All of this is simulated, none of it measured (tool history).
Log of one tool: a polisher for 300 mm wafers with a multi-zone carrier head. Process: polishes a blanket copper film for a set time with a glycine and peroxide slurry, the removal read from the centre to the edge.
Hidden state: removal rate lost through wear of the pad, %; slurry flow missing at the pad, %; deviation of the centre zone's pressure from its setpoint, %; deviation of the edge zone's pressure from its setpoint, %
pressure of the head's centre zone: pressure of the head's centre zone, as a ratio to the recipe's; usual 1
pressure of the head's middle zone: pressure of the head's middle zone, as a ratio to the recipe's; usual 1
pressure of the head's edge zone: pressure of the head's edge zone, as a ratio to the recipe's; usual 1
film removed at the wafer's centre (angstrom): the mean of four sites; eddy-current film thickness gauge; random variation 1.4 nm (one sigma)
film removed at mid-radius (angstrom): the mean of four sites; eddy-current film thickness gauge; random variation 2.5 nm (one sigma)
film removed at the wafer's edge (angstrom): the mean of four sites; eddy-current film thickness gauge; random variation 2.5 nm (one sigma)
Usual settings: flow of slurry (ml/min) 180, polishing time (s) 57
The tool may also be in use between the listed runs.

run	hour	flow of slurry (ml/min)	pressure of the head's centre zone	pressure of the head's middle zone	pressure of the head's edge zone	polishing time (s)	wafers since the last listed run	wafers polished on this pad	hours since the slurry nozzle was cleaned	hours since the centre zone pressure was calibrated	hours since the edge zone pressure was calibrated	hours since the carrier head's membrane was replaced	incoming thickness of the incoming film, nm	film removed at the wafer's centre (angstrom)	film removed at mid-radius (angstrom)	film removed at the wafer's edge (angstrom)
1	0	225	1	0.93	1	57	0	127	463.6	976.1	793.8	1025.1	2203.5	1930	1851	1827
2	13.8	225	1	0.93	1	57	197	324	477.4	989.9	807.6	1038.9	2252.7	1931	1909	1911
3	44.4	160	0.91	1	1	57	437	761	508	1020.5	838.2	1069.5	2220.6	1683	1876	1806
# hour 61.8: edge zone pressure recalibrated
4	69.8	160	0.91	1	1	57	334	1095	533.4	1045.9	8	1094.9	2247.8	1671	1923	1824
# hour 74.3: centre zone pressure recalibrated
5	89.2	160	0.91	1	1	57	248	1344	552.8	14.9	27.4	1114.3	2186.6	1664	1874	1808
6	101.8	180	1	0.96	1	57	180	1524	565.4	27.5	40	1126.9	2196.5	1887	1839	1806
7	121.9	180	1.09	0.94	0.9	76	287	1811	585.5	47.6	60.1	1147	2211.3	2710	2412	2309
# hour 127: worn pad replaced by a new one
8	168.1	180	1.12	0.91	1	57	602	586	631.7	93.8	106.3	1193.2	2223.6	2077	1764	1878
# hour 181.9: carrier head's membrane replaced by a new one
9	197.4	180	1	0.94	0.89	64	347	933	661	123.1	135.6	15.5	2230.5	2084	2064	1933
# hour 215.3: slurry nozzle cleaned
10	231.2	125	1.03	1	1.08	41	468	1402	15.9	156.9	169.4	49.3	2200.5	1286	1311	1326
11	252	180	1	1	1	74	297	1699	36.7	177.7	190.2	70.1	2223.4	2407	2487	2375
# hour 259.2: worn pad replaced by a new one
12	271.3	180	1	1	1	75	218	172	56	197	209.5	89.4	2193.2	2454	2525	2438
13	296.7	235	1	1.08	0.96	57	362	535	81.4	222.4	234.9	114.8	2239.9	1912	2128	1804
14	330.7	180	1	1	1	57	485	1021	115.4	256.4	268.9	148.8	2220.1	1850	1934	1842
15	348	245	1	0.91	1	41	247	1268	132.7	273.7	286.2	166.1	2171.2	1376	1316	1351
16	380.6	120	1.11	1	1	57	465	1734	165.3	306.3	318.8	198.7	2213	1950	1800	1731
# hour 393: worn pad replaced by a new one
17	416.2	180	0.9	1	1	47	451	331	200.9	341.9	354.4	234.3	2194.8	1380	1563	1542
18	429.4	180	1	1	1	57	188	519	214.1	355.1	367.6	247.5	2251.3	1852	1924	1835
19	443.2	115	0.94	1.04	1	57	197	716	227.9	368.9	381.4	261.3	2189.9	1631	1894	1757
20	468.7	180	1	1	1	57	364	1081	253.4	394.4	406.9	286.8	2216.2	1864	1897	1824

Run 21 comes next. What will it give?
21	487.2	180	1.08	1	1	57	264	1345	271.9	412.9	425.4	305.3	2257.6	?	?	?

Run 21 gave film removed at the wafer's centre (angstrom) 1996, film removed at mid-radius (angstrom) 1901, film removed at the wafer's edge (angstrom) 1852.
Without the tool's hidden state the same run would have given film removed at the wafer's centre (angstrom) 1996, film removed at mid-radius (angstrom) 1901, film removed at the wafer's edge (angstrom) 1852.

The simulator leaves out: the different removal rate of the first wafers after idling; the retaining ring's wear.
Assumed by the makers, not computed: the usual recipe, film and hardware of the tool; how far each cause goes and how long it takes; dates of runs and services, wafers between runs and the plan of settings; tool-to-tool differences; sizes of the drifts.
